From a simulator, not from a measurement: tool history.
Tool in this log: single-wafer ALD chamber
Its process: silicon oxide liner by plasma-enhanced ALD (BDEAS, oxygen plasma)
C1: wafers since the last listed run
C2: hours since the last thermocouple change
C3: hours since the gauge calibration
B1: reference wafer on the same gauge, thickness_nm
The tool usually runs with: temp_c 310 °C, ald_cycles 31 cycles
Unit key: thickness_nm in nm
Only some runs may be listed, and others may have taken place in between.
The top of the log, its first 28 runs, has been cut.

Run 29, hour 1375.8: usual settings; C1 646; C2 3129.2; C3 348.5; B1 3.042. Result: thickness_nm 2.757 nm.
At hour 1416.2: thermocouple changed; heater temperature recalibrated.
Run 30, hour 1423.5: usual settings but temp_c 317 °C, ald_cycles 35 cycles; C1 390; C2 7.3; C3 396.2; B1 3.041. Result: thickness_nm 3.066 nm.
Run 31, hour 1477.9: usual settings but temp_c 323 °C, ald_cycles 37 cycles; C1 534; C2 61.7; C3 450.6; B1 3.037. Result: thickness_nm 3.215 nm.
Run 32, hour 1545.3: usual settings but temp_c 302 °C, ald_cycles 29 cycles; C1 662; C2 129.1; C3 518; B1 3.039. Result: thickness_nm 2.589 nm.
Run 33, hour 1610.6: usual settings but ald_cycles 35 cycles; C1 641; C2 194.4; C3 583.3; B1 3.037. Result: thickness_nm 3.094 nm.
Run 34, hour 1676.7: usual settings; C1 649; C2 260.5; C3 649.4; B1 3.04. Result: thickness_nm 2.761 nm.
Run 35, hour 1704.4: usual settings but temp_c 315 °C, ald_cycles 36 cycles; C1 272; C2 288.2; C3 677.1; B1 3.04. Result: thickness_nm 3.17 nm.
Run 36, hour 1738: usual settings but ald_cycles 33 cycles; C1 330; C2 321.8; C3 710.7; B1 3.041. Result: thickness_nm 2.916 nm.
Run 37, hour 1792.8: usual settings but ald_cycles 29 cycles; C1 538; C2 376.6; C3 765.5; B1 3.039. Result: thickness_nm 2.567 nm.
Run 38, hour 1821.5: usual settings but ald_cycles 37 cycles; C1 282; C2 405.3; C3 794.2; B1 3.039. Result: thickness_nm 3.278 nm.
Run 39, hour 1867: usual settings; C1 447; C2 450.8; C3 839.7; B1 3.038. Result: thickness_nm 2.758 nm.
Run 40, hour 1913.9: usual settings but temp_c 323 °C, ald_cycles 33 cycles; C1 460; C2 497.7; C3 886.6; B1 3.042. Result: thickness_nm 2.878 nm.
Run 41, hour 1975.6: usual settings but temp_c 325 °C; C1 606; C2 559.4; C3 948.3; B1 3.041. Result: thickness_nm 2.696 nm.
Run 42, hour 2028.8: usual settings but temp_c 303 °C, ald_cycles 35 cycles; C1 522; C2 612.6; C3 1001.5; B1 3.04. Result: thickness_nm 3.125 nm.
Run 43, hour 2054.5: usual settings; C1 252; C2 638.3; C3 1027.2; B1 3.039. Result: thickness_nm 2.742 nm.
Run 44, hour 2121.9: usual settings but temp_c 302 °C; C1 662; C2 705.7; C3 1094.6; B1 3.041. Result: thickness_nm 2.756 nm.
Run 45, hour 2177.6: usual settings but temp_c 323 °C; C1 547; C2 761.4; C3 1150.3; B1 3.038. Result: thickness_nm 2.701 nm.
Run 46, hour 2246.7: usual settings; C1 679; C2 830.5; C3 1219.4; B1 3.041. Result: thickness_nm 2.742 nm.

Below are 5 alternative next runs, each starting from the tool's condition after run 46. Predict each:
Run A, hour 2247.1: usual settings but ald_cycles 26 cycles; C1 3; C2 830.9; C3 1219.8; B1 ?. Result: thickness_nm ?.
Run B, hour 2247.1: usual settings but temp_c 319 °C, ald_cycles 25 cycles; C1 3; C2 830.9; C3 1219.8; B1 ?. Result: thickness_nm ?.
Run C, hour 2247.1: usual settings but temp_c 306 °C, ald_cycles 37 cycles; C1 3; C2 830.9; C3 1219.8; B1 ?. Result: thickness_nm ?.
Run D, hour 2247.1: usual settings but temp_c 306 °C, ald_cycles 36 cycles; C1 3; C2 830.9; C3 1219.8; B1 ?. Result: thickness_nm ?.
Run E, hour 2247.1: usual settings but temp_c 295 °C, ald_cycles 36 cycles; C1 3; C2 830.9; C3 1219.8; B1 ?. Result: thickness_nm ?.

run     B1  thickness_nm
  A  3.043         2.311
  B  3.043         2.197
  C  3.043         3.304
  D  3.043         3.215
  E  3.043         3.283
What these runs would have given with no unlogged condition in the tool:
run  thickness_nm
  A         2.311
  B         2.197
  C         3.304
  D         3.215
  E         3.283
